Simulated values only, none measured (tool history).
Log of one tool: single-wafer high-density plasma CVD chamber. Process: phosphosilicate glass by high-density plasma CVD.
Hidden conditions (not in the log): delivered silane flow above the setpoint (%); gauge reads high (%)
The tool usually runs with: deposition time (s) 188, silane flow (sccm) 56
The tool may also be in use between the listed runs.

run    hour  deposition time (s)  silane flow (sccm)  wafers since the last listed run  hours since the silane flow controller was replaced  hours since the gauge calibration  read-back reference wafer on the same gauge, thickness_nm  mean film thickness on the monitor wafer (Å)
  1       0                  188                  56                                 0                                               3401.6                              804.2                                                   1009.604                                      11197.56
  2   210.9                  188                  56                              2431                                               3612.5                             1015.1                                                   1010.043                                      11265.92
  3   258.8                  188                  62                               552                                               3660.4                               1063                                                   1010.077                                      12440.79
  4   468.4                  200                  56                              2416                                                 3870                             1272.6                                                   1010.877                                      11966.22
  5   515.6                  200                  56                               544                                               3917.2                             1319.8                                                   1009.857                                       12053.3
  6   589.4                  200                  56                               850                                                 3991                             1393.6                                                   1010.273                                      12012.45
      607.3  -- gauge calibrated
  7   653.5                  188                  56                               739                                               4055.1                               46.2                                                   1011.147                                      11254.34
  8     721                  188                  56                               778                                               4122.6                              113.7                                                   1010.522                                      11307.59
  9   784.3                  176                  56                               729                                               4185.9                                177                                                   1010.997                                      10538.63
 10   841.5                  188                  56                               659                                               4243.1                              234.2                                                   1009.824                                      11354.66
      872.4  -- silane flow controller replaced
 11   905.9                  188                  56                               650                                                 33.5                              298.6                                                   1009.819                                       10682.1
 12   949.9                  221                  66                               507                                                 77.5                              342.6                                                   1010.213                                      14889.97
 13   979.7                  209                  52                               343                                                107.3                              372.4                                                   1009.725                                      11050.34
 14  1004.4                  205                  51                               284                                                  132                              397.1                                                   1010.612                                      10610.71
 15  1053.6                  200                  56                               567                                                181.2                              446.3                                                   1009.821                                      11390.67
 16  1084.5                  157                  62                               356                                                212.1                              477.2                                                   1011.029                                       9878.26
 17  1149.3                  153                  64                               747                                                276.9                                542                                                   1009.494                                       9995.52
 18  1192.3                  200                  56                               495                                                319.9                                585                                                   1009.938                                      11529.35
 19  1236.1                  204                  52                               504                                                363.7                              628.8                                                   1010.769                                      10850.69
 20  1296.2                  169                  45                               692                                                423.8                              688.9                                                   1010.375                                       7826.35
 21  1360.2                  216                  56                               737                                                487.8                              752.9                                                   1010.308                                      12403.75
 22  1423.7                  166                  49                               732                                                551.3                              816.4                                                   1010.159                                       8279.94

For some of the steps in mean film thickness on the monitor wafer (Å) from one run to the next: how much would appear even if the tool had no hidden state, given the settings, what came in and random variation, and how much remains for the hidden state plus any gauge scatter that the measured result and the result without hidden state don't share?
Run 2 -> 3: silane flow (sccm) 56 -> 62. mean film thickness on the monitor wafer (Å) +1174.87: hidden state +67.44, all else +1107.43.
Run 10 -> 11: silane flow controller replaced. mean film thickness on the monitor wafer (Å) -672.56: hidden state -626.8, all else -45.76.
Run 11 -> 12: deposition time (s) 188 -> 221, silane flow (sccm) 56 -> 66. mean film thickness on the monitor wafer (Å) +4207.87: hidden state +24.91, all else +4182.96.
Run 20 -> 21: deposition time (s) 169 -> 216, silane flow (sccm) 45 -> 56. mean film thickness on the monitor wafer (Å) +4577.4: hidden state +51.69, all else +4525.71.
